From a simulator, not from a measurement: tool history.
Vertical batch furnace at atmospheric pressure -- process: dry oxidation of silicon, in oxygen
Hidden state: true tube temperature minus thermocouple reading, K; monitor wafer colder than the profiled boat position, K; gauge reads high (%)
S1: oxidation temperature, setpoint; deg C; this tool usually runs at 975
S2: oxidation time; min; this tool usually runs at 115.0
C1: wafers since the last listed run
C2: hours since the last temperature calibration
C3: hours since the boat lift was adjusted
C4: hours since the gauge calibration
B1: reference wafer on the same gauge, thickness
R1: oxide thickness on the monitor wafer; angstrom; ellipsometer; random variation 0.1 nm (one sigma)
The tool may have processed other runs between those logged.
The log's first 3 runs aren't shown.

{"run": 4, "hour": 72.6, "S1": 975, "S2": 142.5, "C1": 427, "C2": 3737.3, "C3": 5110.0, "C4": 391.5, "B1": 63.68, "R1": 687.2}
{"run": 5, "hour": 96.6, "S1": 975, "S2": 142.5, "C1": 319, "C2": 3761.3, "C3": 5134.0, "C4": 415.5, "B1": 63.76, "R1": 689.2}
{"run": 6, "hour": 126.5, "S1": 975, "S2": 115.0, "C1": 397, "C2": 3791.2, "C3": 5163.9, "C4": 445.4, "B1": 63.76, "R1": 597.5}
{"run": 7, "hour": 149.7, "S1": 975, "S2": 115.0, "C1": 308, "C2": 3814.4, "C3": 5187.1, "C4": 468.6, "B1": 63.67, "R1": 597.4}
{"run": 8, "hour": 162.9, "S1": 975, "S2": 115.0, "C1": 175, "C2": 3827.6, "C3": 5200.3, "C4": 481.8, "B1": 63.72, "R1": 595.5}
{"run": 9, "hour": 177.6, "S1": 975, "S2": 115.0, "C1": 195, "C2": 3842.3, "C3": 5215.0, "C4": 496.5, "B1": 63.67, "R1": 594.9}
{"run": 10, "hour": 203.7, "S1": 975, "S2": 115.0, "C1": 347, "C2": 3868.4, "C3": 5241.1, "C4": 522.6, "B1": 63.7, "R1": 598.0}
{"run": 11, "hour": 237.0, "S1": 975, "S2": 115.0, "C1": 443, "C2": 3901.7, "C3": 5274.4, "C4": 555.9, "B1": 63.68, "R1": 597.1}
{"run": 12, "hour": 258.1, "S1": 975, "S2": 115.0, "C1": 280, "C2": 3922.8, "C3": 5295.5, "C4": 577.0, "B1": 63.72, "R1": 594.4}
{"run": 13, "hour": 276.9, "S1": 975, "S2": 115.0, "C1": 250, "C2": 3941.6, "C3": 5314.3, "C4": 595.8, "B1": 63.67, "R1": 596.6}
{"run": 14, "hour": 290.7, "S1": 975, "S2": 115.0, "C1": 183, "C2": 3955.4, "C3": 5328.1, "C4": 609.6, "B1": 63.66, "R1": 595.7}
{"run": 15, "hour": 317.4, "S1": 975, "S2": 115.0, "C1": 355, "C2": 3982.1, "C3": 5354.8, "C4": 636.3, "B1": 63.71, "R1": 598.6}
{"run": 16, "hour": 345.1, "S1": 975, "S2": 115.0, "C1": 368, "C2": 4009.8, "C3": 5382.5, "C4": 664.0, "B1": 63.72, "R1": 598.1}
{"run": 17, "hour": 371.0, "S1": 975, "S2": 115.0, "C1": 344, "C2": 4035.7, "C3": 5408.4, "C4": 689.9, "B1": 63.7, "R1": 597.2}
{"run": 18, "hour": 405.0, "S1": 968, "S2": 115.0, "C1": 452, "C2": 4069.7, "C3": 5442.4, "C4": 723.9, "B1": 63.66, "R1": 566.1}
{"run": 19, "hour": 432.2, "S1": 968, "S2": 115.0, "C1": 361, "C2": 4096.9, "C3": 5469.6, "C4": 751.1, "B1": 63.72, "R1": 570.0}
{"hour": 475.7, "done": "boat lift adjusted"}
{"run": 20, "hour": 500.9, "S1": 975, "S2": 115.0, "C1": 594, "C2": 4165.6, "C3": 25.2, "C4": 819.8, "B1": 63.7, "R1": 598.9}
{"run": 21, "hour": 527.3, "S1": 953, "S2": 69.0, "C1": 351, "C2": 4192.0, "C3": 51.6, "C4": 846.2, "B1": 63.7, "R1": 369.7}
{"hour": 552.6, "done": "thermocouples replaced and temperature profile calibrated"}
{"run": 22, "hour": 553.1, "S1": 975, "S2": 115.0, "C1": 23, "C2": 0.5, "C3": 77.4, "C4": 872.0, "B1": 63.71, "R1": 577.5}
{"run": 23, "hour": 570.5, "S1": 963, "S2": 149.0, "C1": 231, "C2": 17.9, "C3": 94.8, "C4": 889.4, "B1": 63.77, "R1": 631.2}
{"run": 24, "hour": 600.8, "S1": 984, "S2": 155.0, "C1": 403, "C2": 48.2, "C3": 125.1, "C4": 919.7, "B1": 63.67, "R1": 757.2}
{"run": 25, "hour": 630.1, "S1": 975, "S2": 115.0, "C1": 389, "C2": 77.5, "C3": 154.4, "C4": 949.0, "B1": 63.7, "R1": 578.0}
{"run": 26, "hour": 653.3, "S1": 975, "S2": 115.0, "C1": 308, "C2": 100.7, "C3": 177.6, "C4": 972.2, "B1": 63.71, "R1": 577.2}
{"run": 27, "hour": 674.7, "S1": 955, "S2": 87.0, "C1": 284, "C2": 122.1, "C3": 199.0, "C4": 993.6, "B1": 63.68, "R1": 416.5}
{"run": 28, "hour": 691.1, "S1": 961, "S2": 70.0, "C1": 218, "C2": 138.5, "C3": 215.4, "C4": 1010.0, "B1": 63.7, "R1": 382.7}

Run 29, settings as shown, results not yet in. Your forecast:
{"hour": 711.9, "done": "gauge calibrated"}
{"run": 29, "hour": 725.0, "S1": 975, "S2": 115.0, "C1": 451, "C2": 172.4, "C3": 249.3, "C4": 13.1, "B1": "?", "R1": "?"}

Run 29 came out at B1 63.73, R1 577.6 angstrom.
Without the tool's hidden state the same run would have given R1 574.7 angstrom.
